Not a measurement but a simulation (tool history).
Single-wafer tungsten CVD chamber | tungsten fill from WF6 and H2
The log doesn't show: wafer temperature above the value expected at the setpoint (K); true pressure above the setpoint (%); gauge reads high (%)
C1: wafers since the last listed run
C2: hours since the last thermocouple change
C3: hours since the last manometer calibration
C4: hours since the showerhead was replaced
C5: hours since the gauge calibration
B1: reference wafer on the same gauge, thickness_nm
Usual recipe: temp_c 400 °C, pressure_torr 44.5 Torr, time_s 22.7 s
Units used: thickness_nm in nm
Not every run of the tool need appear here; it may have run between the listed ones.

{"run": 1, "hour": 0.0, "temp_c": 400, "pressure_torr": 44.5, "time_s": 22.7, "C1": 0, "C2": 694.1, "C3": 499.6, "C4": 5709.4, "C5": 1145, "B1": 83.314, "thickness_nm": 79.252}
{"hour": 61.0, "done": "gauge calibrated"}
{"run": 2, "hour": 61.7, "temp_c": 400, "pressure_torr": 44.5, "time_s": 22.7, "C1": 1926, "C2": 755.8, "C3": 561.3, "C4": 5771.1, "C5": 0.7, "B1": 83.31, "thickness_nm": 79.039}
{"run": 3, "hour": 161.7, "temp_c": 400, "pressure_torr": 51.7, "time_s": 22.7, "C1": 3122, "C2": 855.8, "C3": 661.3, "C4": 5871.1, "C5": 100.7, "B1": 83.282, "thickness_nm": 87.367}
{"run": 4, "hour": 253.1, "temp_c": 411, "pressure_torr": 38.8, "time_s": 22.7, "C1": 2853, "C2": 947.2, "C3": 752.7, "C4": 5962.5, "C5": 192.1, "B1": 83.333, "thickness_nm": 89.61}
{"run": 5, "hour": 356.0, "temp_c": 411, "pressure_torr": 38.8, "time_s": 22.7, "C1": 3212, "C2": 1050.1, "C3": 855.6, "C4": 6065.4, "C5": 295, "B1": 83.408, "thickness_nm": 89.922}
{"run": 6, "hour": 410.7, "temp_c": 411, "pressure_torr": 38.8, "time_s": 22.7, "C1": 1707, "C2": 1104.8, "C3": 910.3, "C4": 6120.1, "C5": 349.7, "B1": 83.247, "thickness_nm": 89.481}
{"run": 7, "hour": 498.7, "temp_c": 400, "pressure_torr": 44.5, "time_s": 20.5, "C1": 2747, "C2": 1192.8, "C3": 998.3, "C4": 6208.1, "C5": 437.7, "B1": 83.348, "thickness_nm": 70.988}
{"run": 8, "hour": 572.3, "temp_c": 400, "pressure_torr": 44.5, "time_s": 20.5, "C1": 2298, "C2": 1266.4, "C3": 1071.9, "C4": 6281.7, "C5": 511.3, "B1": 83.351, "thickness_nm": 71.736}
{"run": 9, "hour": 665.9, "temp_c": 400, "pressure_torr": 44.5, "time_s": 20.5, "C1": 2922, "C2": 1360, "C3": 1165.5, "C4": 6375.3, "C5": 604.9, "B1": 83.276, "thickness_nm": 71.524}
{"run": 10, "hour": 769.9, "temp_c": 407, "pressure_torr": 44.5, "time_s": 24.7, "C1": 3247, "C2": 1464, "C3": 1269.5, "C4": 6479.3, "C5": 708.9, "B1": 83.281, "thickness_nm": 98.674}
{"run": 11, "hour": 876.4, "temp_c": 407, "pressure_torr": 44.5, "time_s": 24.7, "C1": 3325, "C2": 1570.5, "C3": 1376, "C4": 6585.8, "C5": 815.4, "B1": 83.247, "thickness_nm": 98.858}
{"hour": 889.2, "done": "showerhead replaced"}
{"run": 12, "hour": 936.7, "temp_c": 400, "pressure_torr": 44.5, "time_s": 22.7, "C1": 1633, "C2": 1630.8, "C3": 1436.3, "C4": 47.5, "C5": 875.7, "B1": 83.276, "thickness_nm": 79.029}
{"hour": 953.8, "done": "capacitance manometer re-zeroed and calibrated"}
{"run": 13, "hour": 1023.1, "temp_c": 400, "pressure_torr": 44.5, "time_s": 22.7, "C1": 2447, "C2": 1717.2, "C3": 69.3, "C4": 133.9, "C5": 962.1, "B1": 83.209, "thickness_nm": 76.486}
{"run": 14, "hour": 1092.3, "temp_c": 400, "pressure_torr": 44.5, "time_s": 22.7, "C1": 2160, "C2": 1786.4, "C3": 138.5, "C4": 203.1, "C5": 1031.3, "B1": 83.329, "thickness_nm": 76.405}
{"run": 15, "hour": 1147.5, "temp_c": 400, "pressure_torr": 36.2, "time_s": 24.6, "C1": 1723, "C2": 1841.6, "C3": 193.7, "C4": 258.3, "C5": 1086.5, "B1": 83.348, "thickness_nm": 71.839}
{"run": 16, "hour": 1186.8, "temp_c": 386, "pressure_torr": 53.4, "time_s": 26.4, "C1": 1227, "C2": 1880.9, "C3": 233, "C4": 297.6, "C5": 1125.8, "B1": 83.342, "thickness_nm": 74.548}
{"hour": 1214.0, "done": "gauge calibrated"}
{"run": 17, "hour": 1254.1, "temp_c": 409, "pressure_torr": 40.2, "time_s": 18.3, "C1": 2101, "C2": 1948.2, "C3": 300.3, "C4": 364.9, "C5": 40.1, "B1": 83.191, "thickness_nm": 69.972}
{"hour": 1363.5, "done": "thermocouple changed; heater temperature recalibrated"}
{"run": 18, "hour": 1364.0, "temp_c": 391, "pressure_torr": 53, "time_s": 26.4, "C1": 3181, "C2": 0.5, "C3": 410.2, "C4": 474.8, "C5": 150, "B1": 83.354, "thickness_nm": 87.237}
{"run": 19, "hour": 1448.6, "temp_c": 389, "pressure_torr": 54.7, "time_s": 25, "C1": 2641, "C2": 85.1, "C3": 494.8, "C4": 559.4, "C5": 234.6, "B1": 83.25, "thickness_nm": 80.37}
{"run": 20, "hour": 1501.5, "temp_c": 400, "pressure_torr": 44.5, "time_s": 22.7, "C1": 1651, "C2": 138, "C3": 547.7, "C4": 612.3, "C5": 287.5, "B1": 83.209, "thickness_nm": 81.692}
{"run": 21, "hour": 1601.8, "temp_c": 400, "pressure_torr": 44.5, "time_s": 22.7, "C1": 3131, "C2": 238.3, "C3": 648, "C4": 712.6, "C5": 387.8, "B1": 83.262, "thickness_nm": 81.14}
{"run": 22, "hour": 1687.0, "temp_c": 400, "pressure_torr": 44.5, "time_s": 22.7, "C1": 2660, "C2": 323.5, "C3": 733.2, "C4": 797.8, "C5": 473, "B1": 83.391, "thickness_nm": 80.262}
{"run": 23, "hour": 1774.5, "temp_c": 387, "pressure_torr": 44.5, "time_s": 18.9, "C1": 2732, "C2": 411, "C3": 820.7, "C4": 885.3, "C5": 560.5, "B1": 83.233, "thickness_nm": 50.274}
{"run": 24, "hour": 1861.0, "temp_c": 396, "pressure_torr": 41.3, "time_s": 22.7, "C1": 2700, "C2": 497.5, "C3": 907.2, "C4": 971.8, "C5": 647, "B1": 83.268, "thickness_nm": 70.868}
{"run": 25, "hour": 1946.8, "temp_c": 400, "pressure_torr": 44.5, "time_s": 22.7, "C1": 2679, "C2": 583.3, "C3": 993, "C4": 1057.6, "C5": 732.8, "B1": 83.282, "thickness_nm": 80.819}
{"run": 26, "hour": 2017.0, "temp_c": 394, "pressure_torr": 44.5, "time_s": 22.7, "C1": 2191, "C2": 653.5, "C3": 1063.2, "C4": 1127.8, "C5": 803, "B1": 83.262, "thickness_nm": 70.421}
{"run": 27, "hour": 2082.2, "temp_c": 395, "pressure_torr": 54.1, "time_s": 24.9, "C1": 2035, "C2": 718.7, "C3": 1128.4, "C4": 1193, "C5": 868.2, "B1": 83.249, "thickness_nm": 89.625}
{"run": 28, "hour": 2140.3, "temp_c": 406, "pressure_torr": 47.9, "time_s": 27.2, "C1": 1814, "C2": 776.8, "C3": 1186.5, "C4": 1251.1, "C5": 926.3, "B1": 83.286, "thickness_nm": 113.815}

Here are 4 independent what-if runs from the current tool condition. What would each one return?
{"run": "A", "hour": 2140.7, "temp_c": 400, "pressure_torr": 44.5, "time_s": 21.4, "C1": 12, "C2": 777.2, "C3": 1186.9, "C4": 1251.5, "C5": 926.7, "B1": "?", "thickness_nm": "?"}
{"run": "B", "hour": 2140.7, "temp_c": 406, "pressure_torr": 39.9, "time_s": 25, "C1": 12, "C2": 777.2, "C3": 1186.9, "C4": 1251.5, "C5": 926.7, "B1": "?", "thickness_nm": "?"}
{"run": "C", "hour": 2140.7, "temp_c": 407, "pressure_torr": 44.5, "time_s": 22.7, "C1": 12, "C2": 777.2, "C3": 1186.9, "C4": 1251.5, "C5": 926.7, "B1": "?", "thickness_nm": "?"}
{"run": "D", "hour": 2140.7, "temp_c": 388, "pressure_torr": 44.5, "time_s": 22.7, "C1": 12, "C2": 777.2, "C3": 1186.9, "C4": 1251.5, "C5": 926.7, "B1": "?", "thickness_nm": "?"}

run=A B1=83.302 thickness_nm=75.968
run=B B1=83.302 thickness_nm=92.976
run=C B1=83.302 thickness_nm=92.914
run=D B1=83.302 thickness_nm=62.035
Without the tool's hidden state the same runs would have given:
run=A thickness_nm=75.568
run=B thickness_nm=92.322
run=C thickness_nm=92.31
run=D thickness_nm=61.795
